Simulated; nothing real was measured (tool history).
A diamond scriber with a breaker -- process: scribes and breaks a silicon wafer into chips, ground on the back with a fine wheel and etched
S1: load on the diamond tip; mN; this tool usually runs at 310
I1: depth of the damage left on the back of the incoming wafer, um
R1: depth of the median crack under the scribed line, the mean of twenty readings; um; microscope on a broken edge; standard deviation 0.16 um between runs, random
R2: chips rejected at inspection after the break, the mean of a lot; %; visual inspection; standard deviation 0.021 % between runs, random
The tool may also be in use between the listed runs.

run	hour	S1	I1	R1	R2
1	0	310	0.6	15.03	0.67
2	14.3	310	0.3	15.12	0.65
3	27.2	310	0.6	14.71	0.66
4	41.3	310	0.76	14.87	0.7
5	50.7	310	0.69	14.74	0.68
6	68.2	310	0.45	14.88	0.66
7	81.7	310	0.63	14.91	0.67
8	93.9	310	0.33	14.88	0.68
9	103.3	310	0.51	14.94	0.72
10	119.5	273	0.57	13.5	1.63
11	132.9	273	0.78	13.9	1.61
12	148.9	310	0.41	14.93	0.71
13	158	310	0.61	14.66	0.7
14	166.7	310	0.54	15.08	0.69
15	174.1	310	0.59	14.76	0.71
# hour 178.9: load on the tip recalibrated
16	188.2	310	0.57	14.9	0.7
17	203.9	220	0.61	12.32	6.87
18	214.5	310	0.61	15.01	0.74
19	225.8	340	0.68	15.65	1.16

Forecast run 20:
20	237.8	398	0.66	?	?

R1: 17.41 um
R2: 4.39 %
On a tool with no hidden condition, and with the same random variation, this run would have come out at R1 17.41 um, R2 4.39 %.

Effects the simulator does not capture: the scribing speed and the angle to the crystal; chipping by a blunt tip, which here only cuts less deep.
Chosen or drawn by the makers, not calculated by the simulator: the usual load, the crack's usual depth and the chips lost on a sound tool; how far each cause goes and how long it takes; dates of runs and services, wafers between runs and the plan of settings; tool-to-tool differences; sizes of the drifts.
